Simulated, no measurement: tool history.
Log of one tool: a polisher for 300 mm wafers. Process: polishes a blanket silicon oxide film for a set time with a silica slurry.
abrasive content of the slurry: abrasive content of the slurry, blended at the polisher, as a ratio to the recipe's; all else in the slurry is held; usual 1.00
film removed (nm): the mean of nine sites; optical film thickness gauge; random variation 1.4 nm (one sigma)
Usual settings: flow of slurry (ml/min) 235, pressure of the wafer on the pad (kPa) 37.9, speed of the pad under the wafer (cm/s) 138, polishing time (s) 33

run,hour,flow of slurry (ml/min),pressure of the wafer on the pad (kPa),speed of the pad under the wafer (cm/s),abrasive content of the slurry,polishing time (s),"incoming thickness of the incoming film, nm",film removed (nm)
1,0.0,235,37.9,138,1.00,33,1510.0,193.1
# hour 129.3: worn pad replaced by a new one
# hour 195.2: conditioning disc replaced and pad reconditioned
2,211.3,235,37.9,138,1.00,33,1487.2,192.2
# hour 282.2: slurry blender recalibrated
3,340.1,235,37.9,138,1.00,33,1496.0,190.7
# hour 367.8: slurry nozzle cleaned
4,391.6,235,37.9,138,1.00,41,1510.9,237.1
5,432.1,235,37.9,138,1.00,41,1479.2,236.5
# hour 440.0: worn pad replaced by a new one
# hour 462.2: head pressure recalibrated
6,491.0,235,37.9,138,1.00,41,1491.7,238.8
# hour 502.1: conditioning disc replaced and pad reconditioned
7,562.0,235,37.9,138,1.00,29,1457.3,168.2
8,628.5,235,37.9,138,1.00,29,1474.3,166.3
9,679.8,235,37.9,138,1.00,29,1474.3,169.8
10,725.1,235,29.0,138,1.00,33,1489.7,146.9
# hour 746.4: worn pad replaced by a new one
11,760.7,235,29.0,138,1.00,33,1495.6,146.6
# hour 772.4: slurry blender recalibrated
12,807.0,235,26.2,138,1.00,33,1481.4,133.8
# hour 818.7: conditioning disc replaced and pad reconditioned
13,870.8,235,33.1,158,1.00,33,1467.7,185.6
14,909.4,235,25.5,138,0.70,33,1488.9,116.3
15,961.7,255,49.6,170,1.00,33,1503.0,299.6
16,1012.2,235,31.7,138,1.00,38,1489.1,186.5
# hour 1028.4: worn pad replaced by a new one
# hour 1059.4: slurry nozzle cleaned
# hour 1139.4: conditioning disc replaced and pad reconditioned
17,1140.8,235,37.9,138,1.00,33,1480.5,192.6
# hour 1183.8: head pressure recalibrated
18,1202.0,235,37.9,138,0.70,33,1503.5,174.1
19,1244.6,160,37.9,158,1.00,33,1487.8,207.8
# hour 1263.2: slurry blender recalibrated
20,1284.2,235,37.9,138,1.00,33,1494.2,193.0
21,1315.2,175,42.7,138,0.75,39,1478.5,232.6
22,1351.1,235,37.9,138,1.00,41,1478.1,234.7
# hour 1355.4: worn pad replaced by a new one
23,1381.0,235,37.9,138,1.00,33,1474.9,190.8
24,1421.9,165,27.6,138,0.90,24,1491.2,96.1
# hour 1440.3: conditioning disc replaced and pad reconditioned
25,1474.9,235,37.9,138,1.00,33,1505.1,192.0

4 ways to go on from here, each from the tool as it stands after run 25. What would each give?
A,1475.3,235,37.9,138,1.00,33,1494.8,?
B,1475.3,290,37.9,184,0.90,43,1494.8,?
C,1475.3,235,37.9,174,0.80,29,1494.8,?
D,1475.3,185,43.4,138,1.10,33,1494.8,?

run,film removed (nm)
A,190.8
B,307.8
C,189.3
D,220.9
Without the tool's hidden state the same runs would have given:
run,film removed (nm)
A,190.8
B,307.8
C,189.3
D,220.9
